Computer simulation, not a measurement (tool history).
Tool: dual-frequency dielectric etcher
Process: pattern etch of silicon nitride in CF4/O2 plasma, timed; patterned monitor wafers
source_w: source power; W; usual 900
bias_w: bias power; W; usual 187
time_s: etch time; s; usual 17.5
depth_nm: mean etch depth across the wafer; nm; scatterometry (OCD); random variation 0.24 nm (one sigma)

| run | day | source_w | bias_w | time_s | wafers since the last listed run | hours since the last wet clean | hours since the last source power generator calibration | hours since the last bias power generator calibration | hours since the last upper electrode change | hours since the gauge calibration | read-back reference wafer on the same gauge, depth_nm | depth_nm |
|---|---|---|---|---|---|---|---|---|---|---|---|---|
| 1 | 0.000 | 900 | 187 | 17.5 | 0 | 46.9 | 3454.4 | 4044.8 | 3178.5 | 450.2 | 60.2 | 57.9 |
| 2 | 2.262 | 900 | 187 | 17.5 | 1022 | 101.2 | 3508.7 | 4099.1 | 3232.8 | 504.5 | 60.2 | 58.1 |
| 3 | 3.575 | 900 | 187 | 17.5 | 593 | 132.7 | 3540.2 | 4130.6 | 3264.3 | 536.0 | 60.2 | 58.3 |
| 4 | 5.512 | 900 | 187 | 17.5 | 875 | 179.2 | 3586.7 | 4177.1 | 3310.8 | 582.5 | 60.2 | 57.6 |
| 5 | 7.088 | 900 | 187 | 17.5 | 711 | 217.0 | 3624.5 | 4214.9 | 3348.6 | 620.3 | 60.2 | 57.5 |
| 6 | 9.300 | 900 | 187 | 17.5 | 1000 | 270.1 | 3677.6 | 4268.0 | 3401.7 | 673.4 | 60.3 | 57.4 |
|  | 10.358 | source power generator calibrated |
| 7 | 11.033 | 900 | 187 | 17.5 | 708 | 311.7 | 16.2 | 4309.6 | 3443.3 | 715.0 | 60.1 | 56.7 |
|  | 13.883 | upper electrode replaced, of another model than before |
| 8 | 13.904 | 900 | 187 | 17.5 | 845 | 380.6 | 85.1 | 4378.5 | 0.5 | 783.9 | 60.1 | 56.9 |
|  | 15.183 | bias power generator calibrated |
|  | 16.038 | wet clean of the chamber |
| 9 | 16.058 | 900 | 221 | 17.5 | 511 | 0.5 | 136.8 | 21.0 | 52.2 | 835.6 | 60.1 | 60.6 |
| 10 | 18.067 | 900 | 187 | 17.5 | 907 | 48.7 | 185.0 | 69.2 | 100.4 | 883.8 | 60.1 | 58.5 |
| 11 | 19.646 | 900 | 187 | 22.5 | 713 | 86.6 | 222.9 | 107.1 | 138.3 | 921.7 | 60.3 | 74.9 |
|  | 21.279 | gauge calibrated |
| 12 | 21.333 | 1050 | 187 | 22.0 | 762 | 127.1 | 263.4 | 147.6 | 178.8 | 1.3 | 60.1 | 82.3 |
| 13 | 22.908 | 710 | 174 | 15.0 | 711 | 164.9 | 301.2 | 185.4 | 216.6 | 39.1 | 60.2 | 40.4 |
| 14 | 24.683 | 1120 | 187 | 15.5 | 802 | 207.5 | 343.8 | 228.0 | 259.2 | 81.7 | 60.3 | 61.2 |
| 15 | 27.592 | 900 | 187 | 17.5 | 1314 | 277.3 | 413.6 | 297.8 | 329.0 | 151.5 | 60.2 | 57.6 |
| 16 | 28.783 | 900 | 202 | 20.5 | 538 | 305.9 | 442.2 | 326.4 | 357.6 | 180.1 | 60.2 | 67.8 |
| 17 | 30.625 | 1120 | 187 | 19.0 | 832 | 350.1 | 486.4 | 370.6 | 401.8 | 224.3 | 60.1 | 73.9 |

Forecast each of these 3 alternatives for the next run:
| A | 30.642 | 900 | 187 | 17.5 | 7 | 350.5 | 486.8 | 371.0 | 402.2 | 224.7 | ? | ? |
| B | 30.642 | 1070 | 221 | 21.0 | 7 | 350.5 | 486.8 | 371.0 | 402.2 | 224.7 | ? | ? |
| C | 30.642 | 780 | 187 | 17.5 | 7 | 350.5 | 486.8 | 371.0 | 402.2 | 224.7 | ? | ? |

| run | read-back reference wafer on the same gauge, depth_nm | depth_nm |
|---|---|---|
| A | 60.2 | 57.3 |
| B | 60.2 | 82.0 |
| C | 60.2 | 51.0 |
Without the tool's hidden state the same runs would have given:
| run | depth_nm |
|---|---|
| A | 58.5 |
| B | 83.8 |
| C | 52.2 |
